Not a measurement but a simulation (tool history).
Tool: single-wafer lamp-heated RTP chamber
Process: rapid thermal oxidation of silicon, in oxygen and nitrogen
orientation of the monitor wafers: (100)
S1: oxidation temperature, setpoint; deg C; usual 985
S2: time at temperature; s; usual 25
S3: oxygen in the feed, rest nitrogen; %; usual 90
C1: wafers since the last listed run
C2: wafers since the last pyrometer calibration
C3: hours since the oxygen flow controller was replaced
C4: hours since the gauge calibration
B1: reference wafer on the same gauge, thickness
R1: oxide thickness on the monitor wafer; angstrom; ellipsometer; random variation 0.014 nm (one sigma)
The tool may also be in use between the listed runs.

run 1 hour=0 | S1=985 S2=25 S3=90 | C1=0 C2=2624 C3=2602.4 C4=111.1 | B1=4.313 | R1=36.5
run 2 hour=12.1 | S1=985 S2=25 S3=90 | C1=106 C2=2731 C3=2614.5 C4=123.2 | B1=4.312 | R1=36.46
run 3 hour=79.8 | S1=985 S2=25 S3=90 | C1=597 C2=3329 C3=2682.2 C4=190.9 | B1=4.306 | R1=36.39
run 4 hour=99 | S1=985 S2=18 S3=98 | C1=169 C2=3499 C3=2701.4 C4=210.1 | B1=4.299 | R1=33.23
run 5 hour=129.2 | S1=985 S2=18 S3=98 | C1=266 C2=3765 C3=2731.6 C4=240.3 | B1=4.297 | R1=33.03
run 6 hour=164.7 | S1=985 S2=18 S3=98 | C1=313 C2=4079 C3=2767.1 C4=275.8 | B1=4.292 | R1=33.06
run 7 hour=186.4 | S1=985 S2=32 S3=83 | C1=191 C2=4270 C3=2788.8 C4=297.5 | B1=4.282 | R1=38.99
run 8 hour=199.8 | S1=985 S2=32 S3=83 | C1=118 C2=4389 C3=2802.2 C4=310.9 | B1=4.281 | R1=38.89
run 9 hour=227 | S1=985 S2=32 S3=98 | C1=240 C2=4629 C3=2829.4 C4=338.1 | B1=4.276 | R1=40.77
run 10 hour=261.1 | S1=1012 S2=29 S3=90 | C1=301 C2=4930 C3=2863.5 C4=372.2 | B1=4.277 | R1=46.14
run 11 hour=280.3 | S1=985 S2=25 S3=90 | C1=169 C2=5099 C3=2882.7 C4=391.4 | B1=4.265 | R1=36.1
run 12 hour=293.4 | S1=985 S2=32 S3=83 | C1=115 C2=5215 C3=2895.8 C4=404.5 | B1=4.261 | R1=38.71
-- hour=303 pyrometer window cleaned and pyrometer calibrated
-- hour=311.6 oxygen flow controller replaced
run 13 hour=360.4 | S1=1010 S2=18 S3=90 | C1=450 C2=436 C3=48.8 C4=471.5 | B1=4.243 | R1=37.2
-- hour=381.8 gauge calibrated
run 14 hour=449.1 | S1=985 S2=17 S3=72 | C1=783 C2=1219 C3=137.5 C4=67.3 | B1=4.318 | R1=30.16
run 15 hour=461.6 | S1=960 S2=15 S3=77 | C1=110 C2=1329 C3=150 C4=79.8 | B1=4.316 | R1=26.16
run 16 hour=496.1 | S1=985 S2=19 S3=60 | C1=304 C2=1634 C3=184.5 C4=114.3 | B1=4.313 | R1=29.72
run 17 hour=525.6 | S1=985 S2=25 S3=90 | C1=260 C2=1894 C3=214 C4=143.8 | B1=4.317 | R1=36.37

The same runs without the tool's hidden state, with the same run-to-run variation:
The hidden state here: true wafer temperature minus pyrometer reading, K; deviation of the oxygen flow from its setpoint, %; gauge reads high (%).
run=1 R1=36.57
run=2 R1=36.53
run=3 R1=36.52
run=4 R1=33.37
run=5 R1=33.21
run=6 R1=33.28
run=7 R1=39.29
run=8 R1=39.21
run=9 R1=41.16
run=10 R1=46.66
run=11 R1=36.55
run=12 R1=39.23
run=13 R1=37.87
run=14 R1=30.18
run=15 R1=26.18
run=16 R1=29.76
run=17 R1=36.44
